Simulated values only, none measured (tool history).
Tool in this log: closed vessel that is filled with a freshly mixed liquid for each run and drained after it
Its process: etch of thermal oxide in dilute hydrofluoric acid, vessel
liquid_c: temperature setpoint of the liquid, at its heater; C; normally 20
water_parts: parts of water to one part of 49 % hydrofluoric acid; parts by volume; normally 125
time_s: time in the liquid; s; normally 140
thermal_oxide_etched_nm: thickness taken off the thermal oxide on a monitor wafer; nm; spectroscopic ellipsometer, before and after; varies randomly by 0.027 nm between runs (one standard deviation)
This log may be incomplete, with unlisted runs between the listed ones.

run,hour,liquid_c,water_parts,time_s,"read-back film thickness of the thermal oxide reference wafer, read on the same gauge (nm)",thermal_oxide_etched_nm
1,0,20,125,140,119.987,4.324
2,106.9,20,125,140,120.005,4.398
3,300.8,21.5,145,140,119.989,3.893
4,370.7,21.5,145,140,119.994,3.919
5,446.2,20,170,140,119.979,3.041
6,536.4,20,125,140,119.996,4.405
7,599.5,20,125,140,119.994,4.356
8,654,20,75,140,120.018,7.62
9,737.7,20,75,140,119.977,7.66
# hour 805.6: hydrofluoric acid flow meter replaced
10,810.8,18.5,125,105,120.006,3.071
11,854.3,20,125,140,119.99,4.333
12,897.1,20,125,75,119.999,2.338
13,975.5,17,170,100,120.019,1.939
# hour 998.8: thermometer replaced
# hour 1002.4: gauge calibrated
14,1023.6,20,125,140,120.027,4.367
15,1088.3,20,125,75,119.999,2.321
16,1131.2,20,70,140,120.012,8.363
17,1220.8,17.5,125,95,119.993,2.668
18,1279.9,17,105,200,120.021,6.626

Below are 5 alternative next runs, each starting from the tool's condition after run 18. Predict each:
A,1280.6,20,125,140,?,?
B,1280.6,17,125,140,?,?
C,1280.6,17.5,95,70,?,?
D,1280.6,20,145,140,?,?
E,1280.6,23.5,125,65,?,?

run,"read-back film thickness of the thermal oxide reference wafer, read on the same gauge (nm)",thermal_oxide_etched_nm
A,119.963,4.323
B,119.963,3.823
C,119.963,2.649
D,119.963,3.649
E,119.963,2.307
The same runs, with their run-to-run variation unchanged, on a tool lacking any hidden condition would have given:
run,thermal_oxide_etched_nm
A,4.323
B,3.823
C,2.649
D,3.649
E,2.307

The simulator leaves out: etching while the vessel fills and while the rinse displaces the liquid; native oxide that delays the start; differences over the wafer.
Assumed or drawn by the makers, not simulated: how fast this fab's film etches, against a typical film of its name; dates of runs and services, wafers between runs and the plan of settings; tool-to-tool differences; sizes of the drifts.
